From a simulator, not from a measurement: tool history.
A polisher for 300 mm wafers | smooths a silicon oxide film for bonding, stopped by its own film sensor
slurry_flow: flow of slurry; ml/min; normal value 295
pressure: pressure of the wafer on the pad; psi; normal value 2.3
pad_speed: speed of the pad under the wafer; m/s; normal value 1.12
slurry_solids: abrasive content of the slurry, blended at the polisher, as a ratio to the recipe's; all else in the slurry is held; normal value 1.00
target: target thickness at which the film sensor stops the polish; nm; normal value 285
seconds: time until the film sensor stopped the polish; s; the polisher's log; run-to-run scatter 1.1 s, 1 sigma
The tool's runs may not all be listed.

| run | hour | slurry_flow | pressure | pad_speed | slurry_solids | target | wafers since the last listed run | wafers polished on this pad | hours since the slurry nozzle was cleaned | hours since the head pressure was calibrated | hours since the slurry blender was calibrated | incoming thickness of the incoming film, nm | seconds |
|---|---|---|---|---|---|---|---|---|---|---|---|---|---|
| 1 | 0.0 | 295 | 2.3 | 1.12 | 1.00 | 285 | 0 | 178 | 157.7 | 488.2 | 30.1 | 347.4 | 65.2 |
| 2 | 8.4 | 295 | 2.3 | 1.12 | 1.00 | 285 | 60 | 239 | 166.1 | 496.6 | 38.5 | 344.1 | 61.7 |
| 3 | 59.1 | 295 | 2.3 | 1.12 | 1.00 | 285 | 367 | 606 | 216.8 | 547.3 | 89.2 | 350.5 | 67.7 |
| 4 | 65.3 | 295 | 2.3 | 1.12 | 1.00 | 285 | 44 | 651 | 223.0 | 553.5 | 95.4 | 355.4 | 73.9 |
| 5 | 82.6 | 295 | 2.3 | 1.42 | 1.00 | 285 | 125 | 777 | 240.3 | 570.8 | 112.7 | 349.0 | 54.7 |
| 6 | 98.1 | 390 | 2.3 | 1.50 | 1.00 | 300 | 112 | 889 | 255.8 | 586.3 | 128.2 | 348.2 | 40.0 |
| 7 | 114.8 | 340 | 2.7 | 0.78 | 1.00 | 303 | 120 | 1010 | 272.5 | 603.0 | 144.9 | 352.0 | 53.9 |
|  | 123.3 | worn pad replaced by a new one |
| 8 | 123.8 | 295 | 2.3 | 1.12 | 1.00 | 285 | 36 | 3 | 281.5 | 612.0 | 153.9 | 352.7 | 70.7 |
| 9 | 134.7 | 295 | 2.3 | 1.12 | 1.15 | 285 | 78 | 82 | 292.4 | 622.9 | 164.8 | 351.1 | 66.2 |
| 10 | 144.4 | 295 | 2.6 | 1.12 | 1.00 | 285 | 70 | 152 | 302.1 | 632.6 | 174.5 | 356.3 | 64.8 |
| 11 | 161.7 | 295 | 2.3 | 1.12 | 1.00 | 285 | 125 | 278 | 319.4 | 649.9 | 191.8 | 351.5 | 68.2 |
| 12 | 171.2 | 295 | 1.6 | 1.12 | 1.00 | 285 | 68 | 346 | 328.9 | 659.4 | 201.3 | 351.9 | 101.3 |
| 13 | 187.2 | 215 | 2.3 | 0.76 | 1.15 | 285 | 115 | 462 | 344.9 | 675.4 | 217.3 | 351.0 | 88.4 |
| 14 | 193.8 | 295 | 2.6 | 1.12 | 1.00 | 285 | 47 | 510 | 351.5 | 682.0 | 223.9 | 348.4 | 58.1 |
| 15 | 210.7 | 295 | 2.3 | 1.12 | 1.00 | 285 | 122 | 632 | 368.4 | 698.9 | 240.8 | 349.2 | 69.1 |
| 16 | 223.7 | 295 | 2.3 | 1.12 | 1.00 | 285 | 94 | 727 | 381.4 | 711.9 | 253.8 | 348.6 | 67.9 |
|  | 228.0 | slurry nozzle cleaned |
|  | 228.1 | head pressure recalibrated |
|  | 252.6 | worn pad replaced by a new one |
| 17 | 272.5 | 295 | 2.3 | 0.96 | 1.25 | 285 | 316 | 144 | 44.5 | 44.4 | 302.6 | 345.8 | 61.5 |
| 18 | 283.4 | 295 | 2.3 | 1.12 | 1.00 | 285 | 78 | 223 | 55.4 | 55.3 | 313.5 | 355.9 | 68.9 |
| 19 | 295.7 | 295 | 2.3 | 1.12 | 1.00 | 285 | 89 | 312 | 67.7 | 67.6 | 325.8 | 350.4 | 68.0 |
| 20 | 312.2 | 335 | 2.3 | 1.46 | 0.85 | 294 | 119 | 431 | 84.2 | 84.1 | 342.3 | 351.4 | 50.3 |
| 21 | 319.7 | 250 | 2.8 | 1.12 | 1.00 | 294 | 54 | 486 | 91.7 | 91.6 | 349.8 | 348.8 | 46.7 |
| 22 | 329.4 | 355 | 2.3 | 1.12 | 0.80 | 285 | 70 | 556 | 101.4 | 101.3 | 359.5 | 350.5 | 72.4 |
| 23 | 343.8 | 400 | 1.6 | 1.12 | 0.80 | 285 | 104 | 660 | 115.8 | 115.7 | 373.9 | 352.0 | 105.8 |
| 24 | 379.2 | 295 | 2.3 | 1.12 | 1.00 | 285 | 256 | 917 | 151.2 | 151.1 | 409.3 | 351.4 | 65.9 |
| 25 | 389.4 | 355 | 2.3 | 1.36 | 0.75 | 285 | 73 | 990 | 161.4 | 161.3 | 419.5 | 351.4 | 65.6 |
|  | 407.5 | worn pad replaced by a new one |
| 26 | 408.0 | 295 | 3.0 | 1.12 | 0.75 | 277 | 105 | 3 | 180.0 | 179.9 | 438.1 | 351.3 | 66.2 |
| 27 | 421.1 | 295 | 2.5 | 0.86 | 1.00 | 285 | 94 | 98 | 193.1 | 193.0 | 451.2 | 353.5 | 77.0 |
| 28 | 435.7 | 295 | 1.6 | 1.12 | 1.25 | 297 | 105 | 204 | 207.7 | 207.6 | 465.8 | 351.5 | 72.2 |
| 29 | 450.7 | 295 | 2.3 | 1.12 | 1.00 | 270 | 108 | 313 | 222.7 | 222.6 | 480.8 | 348.7 | 79.9 |

Here are 5 independent what-if runs from the current tool condition. What would each one return?
| A | 451.1 | 295 | 2.8 | 1.12 | 1.00 | 285 | 2 | 316 | 223.1 | 223.0 | 481.2 | 347.1 | ? |
| B | 451.1 | 380 | 2.3 | 1.36 | 1.20 | 285 | 2 | 316 | 223.1 | 223.0 | 481.2 | 347.1 | ? |
| C | 451.1 | 295 | 1.9 | 1.40 | 1.00 | 277 | 2 | 316 | 223.1 | 223.0 | 481.2 | 347.1 | ? |
| D | 451.1 | 295 | 2.3 | 1.50 | 1.00 | 306 | 2 | 316 | 223.1 | 223.0 | 481.2 | 347.1 | ? |
| E | 451.1 | 295 | 2.3 | 0.74 | 1.00 | 305 | 2 | 316 | 223.1 | 223.0 | 481.2 | 347.1 | ? |

| run | seconds |
|---|---|
| A | 53.3 |
| B | 50.7 |
| C | 75.5 |
| D | 34.8 |
| E | 58.5 |
The same runs, with their run-to-run variation unchanged, on a tool lacking any hidden condition would have given:
| run | seconds |
|---|---|
| A | 52.1 |
| B | 49.8 |
| C | 73.8 |
| D | 34.0 |
| E | 57.2 |

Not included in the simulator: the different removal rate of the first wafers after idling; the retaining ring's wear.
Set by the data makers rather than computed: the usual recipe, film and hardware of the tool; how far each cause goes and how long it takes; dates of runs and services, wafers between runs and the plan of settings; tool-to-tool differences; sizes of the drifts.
